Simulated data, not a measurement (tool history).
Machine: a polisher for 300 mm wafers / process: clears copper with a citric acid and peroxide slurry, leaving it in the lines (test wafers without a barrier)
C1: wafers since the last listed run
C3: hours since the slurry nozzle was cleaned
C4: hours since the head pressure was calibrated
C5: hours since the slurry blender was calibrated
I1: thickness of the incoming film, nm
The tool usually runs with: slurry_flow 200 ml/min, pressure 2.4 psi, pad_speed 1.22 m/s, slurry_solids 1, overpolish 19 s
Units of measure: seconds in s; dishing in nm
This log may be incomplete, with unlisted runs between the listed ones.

run 1 day=0 | slurry_flow=200 pressure=2.4 pad_speed=1.22 slurry_solids=1.1 overpolish=19 | C1=0 wafers_polished_on_this_pad=891 C3=192.4 C4=447.1 C5=206.2 | I1=358.7 | seconds=154.9 dishing=17.2
run 2 day=1.458 | slurry_flow=200 pressure=2.4 pad_speed=1.22 slurry_solids=1.1 overpolish=19 | C1=185 wafers_polished_on_this_pad=1076 C3=227.4 C4=482.1 C5=241.2 | I1=363.6 | seconds=157.8 dishing=16.4
-- day=1.812 worn pad replaced by a new one
run 3 day=2.654 | slurry_flow=200 pressure=2.4 pad_speed=1.22 slurry_solids=1 overpolish=19 | C1=130 wafers_polished_on_this_pad=106 C3=256.1 C4=510.8 C5=269.9 | I1=354.5 | seconds=159.5 dishing=16.5
run 4 day=3.854 | slurry_flow=200 pressure=2.4 pad_speed=1.22 slurry_solids=1 overpolish=19 | C1=152 wafers_polished_on_this_pad=258 C3=284.9 C4=539.6 C5=298.7 | I1=354.5 | seconds=153.2 dishing=16.4
run 5 day=4.692 | slurry_flow=200 pressure=2.4 pad_speed=1.22 slurry_solids=1 overpolish=19 | C1=106 wafers_polished_on_this_pad=365 C3=305 C4=559.7 C5=318.8 | I1=357.9 | seconds=159 dishing=15.9
-- day=5.008 slurry blender recalibrated
run 6 day=6.15 | slurry_flow=200 pressure=2.4 pad_speed=1.22 slurry_solids=1 overpolish=19 | C1=174 wafers_polished_on_this_pad=539 C3=340 C4=594.7 C5=27.4 | I1=360.7 | seconds=153.2 dishing=16.6
run 7 day=6.779 | slurry_flow=200 pressure=2.4 pad_speed=1.22 slurry_solids=1 overpolish=19 | C1=79 wafers_polished_on_this_pad=619 C3=355.1 C4=609.8 C5=42.5 | I1=362.3 | seconds=153.1 dishing=17.1
run 8 day=7.729 | slurry_flow=200 pressure=2.4 pad_speed=1.22 slurry_solids=1 overpolish=19 | C1=120 wafers_polished_on_this_pad=739 C3=377.9 C4=632.6 C5=65.3 | I1=366 | seconds=156.2 dishing=16.3
-- day=7.992 head pressure recalibrated
run 9 day=9.133 | slurry_flow=200 pressure=2.4 pad_speed=1.22 slurry_solids=1 overpolish=19 | C1=167 wafers_polished_on_this_pad=907 C3=411.6 C4=27.4 C5=99 | I1=363.3 | seconds=170.1 dishing=16.1
run 10 day=10.121 | slurry_flow=200 pressure=2.4 pad_speed=1.46 slurry_solids=1 overpolish=19 | C1=125 wafers_polished_on_this_pad=1032 C3=435.3 C4=51.1 C5=122.7 | I1=359.8 | seconds=138.9 dishing=16.7
-- day=10.658 worn pad replaced by a new one
run 11 day=10.679 | slurry_flow=200 pressure=2.6 pad_speed=1.5 slurry_solids=1 overpolish=19 | C1=49 wafers_polished_on_this_pad=2 C3=448.7 C4=64.5 C5=136.1 | I1=354.2 | seconds=127.2 dishing=17.3
run 12 day=11.783 | slurry_flow=200 pressure=2.4 pad_speed=1.22 slurry_solids=1 overpolish=19 | C1=140 wafers_polished_on_this_pad=142 C3=475.2 C4=91 C5=162.6 | I1=364.9 | seconds=170.8 dishing=16.3
run 13 day=13.208 | slurry_flow=200 pressure=2.4 pad_speed=1.22 slurry_solids=1 overpolish=23 | C1=180 wafers_polished_on_this_pad=323 C3=509.4 C4=125.2 C5=196.8 | I1=355.9 | seconds=159 dishing=17.2
run 14 day=14.079 | slurry_flow=130 pressure=2.4 pad_speed=1.22 slurry_solids=1 overpolish=24 | C1=110 wafers_polished_on_this_pad=433 C3=530.3 C4=146.1 C5=217.7 | I1=358 | seconds=170.8 dishing=17.3
run 15 day=14.725 | slurry_flow=200 pressure=2.4 pad_speed=1.22 slurry_solids=1 overpolish=9 | C1=81 wafers_polished_on_this_pad=515 C3=545.8 C4=161.6 C5=233.2 | I1=360.8 | seconds=165.2 dishing=11
-- day=15.754 slurry nozzle cleaned
run 16 day=16.142 | slurry_flow=200 pressure=2.4 pad_speed=1.22 slurry_solids=1 overpolish=19 | C1=174 wafers_polished_on_this_pad=690 C3=9.3 C4=195.6 C5=267.2 | I1=356.8 | seconds=165.1 dishing=16.2
run 17 day=17.079 | slurry_flow=130 pressure=2.4 pad_speed=1.4 slurry_solids=1 overpolish=19 | C1=118 wafers_polished_on_this_pad=809 C3=31.8 C4=218.1 C5=289.7 | I1=361.5 | seconds=152.7 dishing=16.4
run 18 day=18.154 | slurry_flow=240 pressure=2.4 pad_speed=1.22 slurry_solids=1.15 overpolish=19 | C1=136 wafers_polished_on_this_pad=945 C3=57.6 C4=243.9 C5=315.5 | I1=358.5 | seconds=154.9 dishing=16.6
-- day=18.654 slurry blender recalibrated
run 19 day=18.988 | slurry_flow=200 pressure=2.4 pad_speed=1.22 slurry_solids=1 overpolish=19 | C1=95 wafers_polished_on_this_pad=1040 C3=77.6 C4=263.9 C5=8 | I1=358.7 | seconds=163.3 dishing=16.3
run 20 day=20.012 | slurry_flow=200 pressure=2.4 pad_speed=1.22 slurry_solids=1 overpolish=19 | C1=130 wafers_polished_on_this_pad=1170 C3=102.2 C4=288.5 C5=32.6 | I1=362.7 | seconds=167.4 dishing=16.7
-- day=21 worn pad replaced by a new one
run 21 day=21.171 | slurry_flow=200 pressure=2.4 pad_speed=1.5 slurry_solids=1.25 overpolish=19 | C1=125 wafers_polished_on_this_pad=21 C3=130 C4=316.3 C5=60.4 | I1=368 | seconds=123.1 dishing=17.3
run 22 day=22.358 | slurry_flow=255 pressure=1.8 pad_speed=1.22 slurry_solids=1 overpolish=13 | C1=150 wafers_polished_on_this_pad=172 C3=158.5 C4=344.8 C5=88.9 | I1=354.3 | seconds=187.5 dishing=13.1
run 23 day=23.379 | slurry_flow=240 pressure=2.4 pad_speed=1.22 slurry_solids=1 overpolish=23 | C1=129 wafers_polished_on_this_pad=301 C3=183 C4=369.3 C5=113.4 | I1=360.1 | seconds=157.9 dishing=17.1
run 24 day=24.138 | slurry_flow=240 pressure=2.4 pad_speed=1.22 slurry_solids=1.15 overpolish=19 | C1=96 wafers_polished_on_this_pad=397 C3=201.2 C4=387.5 C5=131.6 | I1=358.9 | seconds=149.6 dishing=16.6
run 25 day=24.883 | slurry_flow=260 pressure=3 pad_speed=1.46 slurry_solids=1.1 overpolish=19 | C1=94 wafers_polished_on_this_pad=492 C3=219.1 C4=405.4 C5=149.5 | I1=356.7 | seconds=106 dishing=17.6

Alternative continuations, all from the tool just after run 25; predict every row:
run A day=24.904 | slurry_flow=200 pressure=2.4 pad_speed=1.22 slurry_solids=1 overpolish=19 | C1=2 wafers_polished_on_this_pad=495 C3=219.6 C4=405.9 C5=150 | I1=361.9 | seconds=? dishing=?
run B day=24.904 | slurry_flow=200 pressure=1.8 pad_speed=1.56 slurry_solids=1.25 overpolish=11 | C1=2 wafers_polished_on_this_pad=495 C3=219.6 C4=405.9 C5=150 | I1=361.9 | seconds=? dishing=?
run C day=24.904 | slurry_flow=200 pressure=2.8 pad_speed=1.38 slurry_solids=1 overpolish=19 | C1=2 wafers_polished_on_this_pad=495 C3=219.6 C4=405.9 C5=150 | I1=361.9 | seconds=? dishing=?
run D day=24.904 | slurry_flow=200 pressure=2.4 pad_speed=1.64 slurry_solids=1 overpolish=19 | C1=2 wafers_polished_on_this_pad=495 C3=219.6 C4=405.9 C5=150 | I1=361.9 | seconds=? dishing=?

run=A seconds=166.5 dishing=16.7
run=B seconds=150 dishing=13.8
run=C seconds=132 dishing=17.9
run=D seconds=124.6 dishing=18
Without the tool's hidden state the same runs would have given:
run=A seconds=169.6 dishing=16.6
run=B seconds=152.8 dishing=13.7
run=C seconds=134.5 dishing=17.8
run=D seconds=127 dishing=17.9
